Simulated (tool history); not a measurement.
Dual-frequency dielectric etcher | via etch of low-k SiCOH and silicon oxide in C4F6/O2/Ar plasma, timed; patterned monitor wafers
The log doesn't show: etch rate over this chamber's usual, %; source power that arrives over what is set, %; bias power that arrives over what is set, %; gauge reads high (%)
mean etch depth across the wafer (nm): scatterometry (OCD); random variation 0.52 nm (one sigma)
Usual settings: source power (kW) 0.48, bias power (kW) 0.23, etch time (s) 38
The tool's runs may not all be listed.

run	hour	source power (kW)	bias power (kW)	etch time (s)	wafers since the last listed run	hours since the last wet clean	hours since the last source power generator calibration	hours since the last bias power generator calibration	hours since the last upper electrode change	hours since the gauge calibration	read-back reference wafer on the same gauge, depth_nm	mean etch depth across the wafer (nm)
1	0	0.48	0.23	41	0	347.6	2562.6	3963.8	1323.7	495.8	129.9	119.3
# hour 13.8: gauge calibrated
2	61.7	0.48	0.23	38	604	409.3	2624.3	4025.5	1385.4	47.9	130	110.5
3	120.4	0.48	0.23	38	575	468	2683	4084.2	1444.1	106.6	130	110.5
4	172.8	0.57	0.198	38	513	520.4	2735.4	4136.6	1496.5	159	129.9	108.4
# hour 267.6: wet clean of the chamber
5	268.1	0.57	0.198	38	698	0.5	2830.7	4231.9	1591.8	254.3	130	110.8
6	331.5	0.48	0.23	38	621	63.9	2894.1	4295.3	1655.2	317.7	130.1	113
7	368.7	0.48	0.23	38	364	101.1	2931.3	4332.5	1692.4	354.9	130.1	111.5
8	429.5	0.48	0.23	38	595	161.9	2992.1	4393.3	1753.2	415.7	130.1	110.9
# hour 442.8: bias power generator calibrated
9	479.8	0.48	0.204	38	453	212.2	3042.4	37	1803.5	466	130	104.9
10	505.8	0.58	0.285	41.5	254	238.2	3068.4	63	1829.5	492	130	143.8
11	567.5	0.41	0.271	35	604	299.9	3130.1	124.7	1891.2	553.7	129.9	104.4
# hour 572.1: source power generator calibrated
# hour 602.3: gauge calibrated
# hour 602.9: upper electrode replaced
12	614.9	0.37	0.21	29	190	347.3	42.8	172.1	12	12.6	130	73.1
13	666.6	0.42	0.175	33.5	506	399	94.5	223.8	63.7	64.3	129.9	80.5
14	728	0.41	0.271	35	601	460.4	155.9	285.2	125.1	125.7	130	103.2
15	778.7	0.4	0.23	44.5	496	511.1	206.6	335.9	175.8	176.4	130.1	119.4

The tool's hidden state at each run:
source power that arrives over what is set, %: 0 in every run
bias power that arrives over what is set, %: 0 in every run
gauge reads high (%): 0 in every run
H1: etch rate over this chamber's usual, %
run	H1
1	-1.28
2	-1.55
3	-1.81
4	-2.04
5	-0.319
6	-0.597
7	-0.76
8	-1.03
9	-1.25
10	-1.36
11	-1.63
12	-1.84
13	-2.06
14	-2.33
15	-2.55
